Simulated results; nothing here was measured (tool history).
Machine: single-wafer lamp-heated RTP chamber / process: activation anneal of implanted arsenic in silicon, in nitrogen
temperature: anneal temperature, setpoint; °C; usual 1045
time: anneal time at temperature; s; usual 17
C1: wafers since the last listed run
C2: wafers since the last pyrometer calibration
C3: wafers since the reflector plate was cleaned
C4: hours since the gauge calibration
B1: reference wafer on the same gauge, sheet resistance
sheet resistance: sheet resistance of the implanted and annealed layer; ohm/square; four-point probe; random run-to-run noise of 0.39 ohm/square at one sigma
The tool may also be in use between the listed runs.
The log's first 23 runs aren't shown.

{"run": 24, "hour": 1871.6, "temperature": 1045, "time": 20, "C1": 2059, "C2": 11027, "C3": 11375, "C4": 176.1, "B1": 93.42, "sheet resistance": 91.44}
{"hour": 1885.8, "done": "pyrometer window cleaned and pyrometer calibrated"}
{"hour": 1928.7, "done": "reflector plate cleaned"}
{"run": 25, "hour": 1954.6, "temperature": 1068, "time": 11, "C1": 1520, "C2": 1380, "C3": 588, "C4": 259.1, "B1": 93.41, "sheet resistance": 93.53}
{"run": 26, "hour": 2048.6, "temperature": 1030, "time": 17, "C1": 2132, "C2": 3512, "C3": 2720, "C4": 353.1, "B1": 93.05, "sheet resistance": 100.05}
{"run": 27, "hour": 2120.5, "temperature": 1045, "time": 17, "C1": 1631, "C2": 5144, "C3": 4352, "C4": 425.0, "B1": 93.57, "sheet resistance": 94.32}
{"run": 28, "hour": 2225.0, "temperature": 1065, "time": 23, "C1": 2370, "C2": 7514, "C3": 6722, "C4": 529.5, "B1": 93.32, "sheet resistance": 84.91}
{"run": 29, "hour": 2289.2, "temperature": 1064, "time": 12, "C1": 1456, "C2": 8971, "C3": 8179, "C4": 593.7, "B1": 93.47, "sheet resistance": 92.76}
{"run": 30, "hour": 2355.0, "temperature": 1029, "time": 27, "C1": 1492, "C2": 10464, "C3": 9672, "C4": 659.5, "B1": 93.32, "sheet resistance": 92.99}
{"run": 31, "hour": 2440.3, "temperature": 1045, "time": 17, "C1": 1935, "C2": 12399, "C3": 11607, "C4": 744.8, "B1": 93.26, "sheet resistance": 93.85}
{"hour": 2482.7, "done": "reflector plate cleaned"}
{"hour": 2505.9, "done": "pyrometer window cleaned and pyrometer calibrated"}
{"run": 32, "hour": 2523.0, "temperature": 1045, "time": 17, "C1": 1513, "C2": 387, "C3": 733, "C4": 827.5, "B1": 93.12, "sheet resistance": 95.26}
{"run": 33, "hour": 2588.7, "temperature": 1029, "time": 27, "C1": 1490, "C2": 1878, "C3": 2223, "C4": 893.2, "B1": 93.22, "sheet resistance": 94.46}
{"run": 34, "hour": 2641.0, "temperature": 1045, "time": 17, "C1": 1186, "C2": 3064, "C3": 3410, "C4": 945.5, "B1": 93.26, "sheet resistance": 95.27}
{"run": 35, "hour": 2715.8, "temperature": 1026, "time": 10, "C1": 1696, "C2": 4761, "C3": 5107, "C4": 1020.3, "B1": 93.25, "sheet resistance": 108.13}

5 options for the next run, each taken on its own from the tool as it stands now. Forecast them:
{"run": "A", "hour": 2716.2, "temperature": 1045, "time": 17, "C1": 9, "C2": 4770, "C3": 5116, "C4": 1020.7, "B1": "?", "sheet resistance": "?"}
{"run": "B", "hour": 2716.2, "temperature": 1032, "time": 17, "C1": 9, "C2": 4770, "C3": 5116, "C4": 1020.7, "B1": "?", "sheet resistance": "?"}
{"run": "C", "hour": 2716.2, "temperature": 1020, "time": 9, "C1": 9, "C2": 4770, "C3": 5116, "C4": 1020.7, "B1": "?", "sheet resistance": "?"}
{"run": "D", "hour": 2716.2, "temperature": 1045, "time": 25, "C1": 9, "C2": 4770, "C3": 5116, "C4": 1020.7, "B1": "?", "sheet resistance": "?"}
{"run": "E", "hour": 2716.2, "temperature": 1035, "time": 24, "C1": 9, "C2": 4770, "C3": 5116, "C4": 1020.7, "B1": "?", "sheet resistance": "?"}

run=A B1=93.19 sheet_resistance=94.37
run=B B1=93.19 sheet_resistance=98.44
run=C B1=93.19 sheet_resistance=111.01
run=D B1=93.19 sheet_resistance=89.58
run=E B1=93.19 sheet_resistance=93.01
Without the tool's unlogged condition, the same runs would have read:
run=A sheet_resistance=95.48
run=B sheet_resistance=99.65
run=C sheet_resistance=112.37
run=D sheet_resistance=90.62
run=E sheet_resistance=94.14
